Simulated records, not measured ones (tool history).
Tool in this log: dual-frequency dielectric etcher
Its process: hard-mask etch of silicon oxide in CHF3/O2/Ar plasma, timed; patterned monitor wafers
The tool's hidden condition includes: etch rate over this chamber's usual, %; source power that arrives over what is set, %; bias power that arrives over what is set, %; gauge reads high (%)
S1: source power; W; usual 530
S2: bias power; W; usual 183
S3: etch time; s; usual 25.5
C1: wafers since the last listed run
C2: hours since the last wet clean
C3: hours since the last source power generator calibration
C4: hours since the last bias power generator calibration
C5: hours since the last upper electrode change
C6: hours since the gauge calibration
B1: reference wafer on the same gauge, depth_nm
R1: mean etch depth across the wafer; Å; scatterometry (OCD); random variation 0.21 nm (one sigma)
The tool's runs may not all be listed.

Run 1, day 0.000: usual settings; C1 0; C2 556.2; C3 4125.0; C4 2454.4; C5 4116.7; C6 1032.9; B1 40.00. Result: R1 473.7 Å.
Run 2, day 2.471: usual settings; C1 813; C2 615.5; C3 4184.3; C4 2513.7; C5 4176.0; C6 1092.2; B1 40.04. Result: R1 474.5 Å.
At day 6.112: wet clean of the chamber.
Run 3, day 6.133: usual settings; C1 876; C2 0.5; C3 4272.2; C4 2601.6; C5 4263.9; C6 1180.1; B1 39.99. Result: R1 448.5 Å.
Run 4, day 9.596: usual settings; C1 1139; C2 83.6; C3 4355.3; C4 2684.7; C5 4347.0; C6 1263.2; B1 40.04. Result: R1 448.7 Å.
Run 5, day 11.604: usual settings; C1 660; C2 131.8; C3 4403.5; C4 2732.9; C5 4395.2; C6 1311.4; B1 40.05. Result: R1 451.2 Å.
Run 6, day 14.408: usual settings; C1 922; C2 199.1; C3 4470.8; C4 2800.2; C5 4462.5; C6 1378.7; B1 40.00. Result: R1 451.9 Å.
At day 17.662: bias power generator calibrated.
Run 7, day 21.225: usual settings but S2 152 W; C1 2188; C2 362.7; C3 4634.4; C4 85.5; C5 4626.1; C6 1542.3; B1 39.96. Result: R1 425.7 Å.
Run 8, day 22.992: usual settings but S2 152 W; C1 581; C2 405.1; C3 4676.8; C4 127.9; C5 4668.5; C6 1584.7; B1 40.02. Result: R1 424.5 Å.
Run 9, day 25.950: usual settings but S2 152 W; C1 973; C2 476.1; C3 4747.8; C4 198.9; C5 4739.5; C6 1655.7; B1 39.99. Result: R1 425.7 Å.
Run 10, day 30.000: usual settings but S1 440 W, S2 202 W, S3 20.0 s; C1 1332; C2 573.3; C3 4845.0; C4 296.1; C5 4836.7; C6 1752.9; B1 40.01. Result: R1 369.4 Å.
Run 11, day 33.529: usual settings; C1 1161; C2 658.0; C3 4929.7; C4 380.8; C5 4921.4; C6 1837.6; B1 40.00. Result: R1 481.7 Å.
At day 36.550: upper electrode replaced.
At day 37.858: wet clean of the chamber.
Run 12, day 43.550: usual settings but S1 620 W, S2 162 W, S3 22.5 s; C1 2639; C2 136.6; C3 5170.2; C4 621.3; C5 168.0; C6 2078.1; B1 40.01. Result: R1 406.7 Å.
At day 46.438: gauge calibrated.
At day 51.604: source power generator calibrated.
Run 13, day 53.896: usual settings but S2 140 W, S3 19.0 s; C1 3350; C2 384.9; C3 55.0; C4 869.6; C5 416.3; C6 179.0; B1 39.98. Result: R1 303.2 Å.
Run 14, day 57.621: usual settings; C1 1225; C2 474.3; C3 144.4; C4 959.0; C5 505.7; C6 268.4; B1 39.92. Result: R1 477.1 Å.
Run 15, day 60.617: usual settings; C1 985; C2 546.2; C3 216.3; C4 1030.9; C5 577.6; C6 340.3; B1 40.01. Result: R1 480.3 Å.
Run 16, day 62.704: usual settings but S1 440 W, S2 150 W, S3 19.5 s; C1 687; C2 596.3; C3 266.4; C4 1081.0; C5 627.7; C6 390.4; B1 39.97. Result: R1 307.2 Å.
Run 17, day 65.933: usual settings but S1 640 W, S2 145 W, S3 23.5 s; C1 1062; C2 673.8; C3 343.9; C4 1158.5; C5 705.2; C6 467.9; B1 39.93. Result: R1 420.0 Å.
At day 68.946: wet clean of the chamber.
Run 18, day 70.071: usual settings but S1 590 W, S2 215 W, S3 32.0 s; C1 1032; C2 27.0; C3 443.2; C4 1257.8; C5 804.5; C6 567.2; B1 40.02. Result: R1 658.9 Å.

Estimate the outcome of run 19 from the log above:
Run 19, day 72.983: usual settings but S1 640 W, S2 207 W, S3 22.5 s; C1 958; C2 96.9; C3 513.1; C4 1327.7; C5 874.4; C6 637.1; B1 ?. Result: R1 ?.

For run 19 the tool returned B1 40.01, R1 460.4 Å.
Were there no unlogged condition in the tool, this run, its random variation unchanged, would have produced R1 462.1 Å.
